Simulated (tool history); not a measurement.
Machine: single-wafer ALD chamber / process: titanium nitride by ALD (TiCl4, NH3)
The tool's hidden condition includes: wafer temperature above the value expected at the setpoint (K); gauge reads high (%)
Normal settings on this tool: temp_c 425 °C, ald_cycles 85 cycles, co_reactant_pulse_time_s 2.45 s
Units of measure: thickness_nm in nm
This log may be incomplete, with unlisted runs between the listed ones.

run	hour	temp_c	ald_cycles	co_reactant_pulse_time_s	wafers since the last listed run	hours since the last thermocouple change	hours since the showerhead was replaced	hours since the gauge calibration	read-back reference wafer on the same gauge, thickness_nm	thickness_nm
1	0	425	85	2.45	0	1343.6	43.9	2245.7	1.69	2.107
2	231.6	433	85	2.45	693	1575.2	275.5	2477.3	1.693	2.112
3	329.4	425	85	2.45	292	1673	373.3	2575.1	1.696	2.11
4	433	425	85	2.22	310	1776.6	476.9	2678.7	1.697	2.105
5	509.2	414	85	1.91	228	1852.8	553.1	2754.9	1.695	2.098
6	594.1	414	85	1.91	254	1937.7	638	2839.8	1.699	2.093
7	659.9	414	85	1.91	196	2003.5	703.8	2905.6	1.701	2.098
8	723.7	425	85	2.45	190	2067.3	767.6	2969.4	1.7	2.119
9	778.7	425	85	2.45	164	2122.3	822.6	3024.4	1.703	2.12
10	880.8	425	85	2.45	305	2224.4	924.7	3126.5	1.704	2.12
11	943.2	425	85	2.09	186	2286.8	987.1	3188.9	1.705	2.111
12	1086.3	425	85	2.09	428	2429.9	1130.2	3332	1.707	2.115
# hour 1107.4: thermocouple changed; heater temperature recalibrated
# hour 1110.8: gauge calibrated
13	1145.2	435	85	2.94	152	37.8	1189.1	34.4	1.68	2.099
14	1231.2	435	85	2.94	257	123.8	1275.1	120.4	1.681	2.087
15	1325.7	435	85	2.94	282	218.3	1369.6	214.9	1.681	2.099
16	1410	425	85	2.45	252	302.6	1453.9	299.2	1.68	2.085
17	1507.9	425	85	2.45	292	400.5	1551.8	397.1	1.68	2.092
18	1576.8	430	85	2.15	206	469.4	1620.7	466	1.68	2.091
19	1658.6	425	85	2.45	244	551.2	1702.5	547.8	1.68	2.089
20	1878.1	425	85	2.45	656	770.7	1922	767.3	1.681	2.09
21	1958.6	425	85	2.45	240	851.2	2002.5	847.8	1.679	2.087
22	2033.9	425	85	2.45	225	926.5	2077.8	923.1	1.682	2.096
23	2140.5	425	85	1.86	319	1033.1	2184.4	1029.7	1.682	2.082
24	2179.6	425	85	2.45	117	1072.2	2223.5	1068.8	1.683	2.092
25	2250.6	425	85	2.45	212	1143.2	2294.5	1139.8	1.683	2.098
26	2339.8	425	85	3.29	266	1232.4	2383.7	1229	1.685	2.115
27	2392.6	411	85	2.01	158	1285.2	2436.5	1281.8	1.683	2.086
# hour 2419.3: showerhead replaced
28	2465.1	439	101	1.88	193	1357.7	45.8	1354.3	1.685	2.478
29	2712.6	425	80	2.45	740	1605.2	293.3	1601.8	1.686	1.985
30	2797	425	94	2.45	252	1689.6	377.7	1686.2	1.689	2.324
31	2897.4	430	85	1.47	300	1790	478.1	1786.6	1.689	2.08
32	2974.2	421	85	2.16	229	1866.8	554.9	1863.4	1.689	2.104
33	3048.5	425	85	2.45	222	1941.1	629.2	1937.7	1.691	2.107
34	3131	425	85	2.45	246	2023.6	711.7	2020.2	1.692	2.11
35	3180.9	425	85	2.45	149	2073.5	761.6	2070.1	1.691	2.105
36	3249.5	425	85	2.19	205	2142.1	830.2	2138.7	1.694	2.098
37	3350.3	438	91	3.26	301	2242.9	931	2239.5	1.694	2.278
# hour 3408.9: thermocouple changed; heater temperature recalibrated
38	3441.7	431	85	2.45	249	32.8	1022.4	2330.9	1.697	2.104
39	3529	421	85	3.09	261	120.1	1109.7	2418.2	1.699	2.115

Hidden state or all else? Some run-to-run changes of thickness_nm, split into what the settings, what came in and random variation would give without the hidden state, and what is left for the hidden state (with any gauge scatter that isn't in both results):
Run 1 -> 2: temp_c 425 -> 433. thickness_nm +0.005 nm: hidden state +0.004, all else +0.001.
Run 11 -> 12: nothing adjusted, nothing logged. thickness_nm +0.004 nm: hidden state +0.003, all else +0.001.
Run 12 -> 13: temp_c 425 -> 435, co_reactant_pulse_time_s 2.09 -> 2.94, thermocouple changed; heater temperature recalibrated, gauge calibrated. thickness_nm -0.016 nm: hidden state -0.035, all else +0.019.
Run 27 -> 28: temp_c 411 -> 439, ald_cycles 85 -> 101, co_reactant_pulse_time_s 2.01 -> 1.88, showerhead replaced. thickness_nm +0.392 nm: hidden state +0.002, all else +0.39.
Run 28 -> 29: temp_c 439 -> 425, ald_cycles 101 -> 80, co_reactant_pulse_time_s 1.88 -> 2.45. thickness_nm -0.493 nm: hidden state +0.001, all else -0.494.
Run 29 -> 30: ald_cycles 80 -> 94. thickness_nm +0.339 nm: hidden state +0.002, all else +0.337.
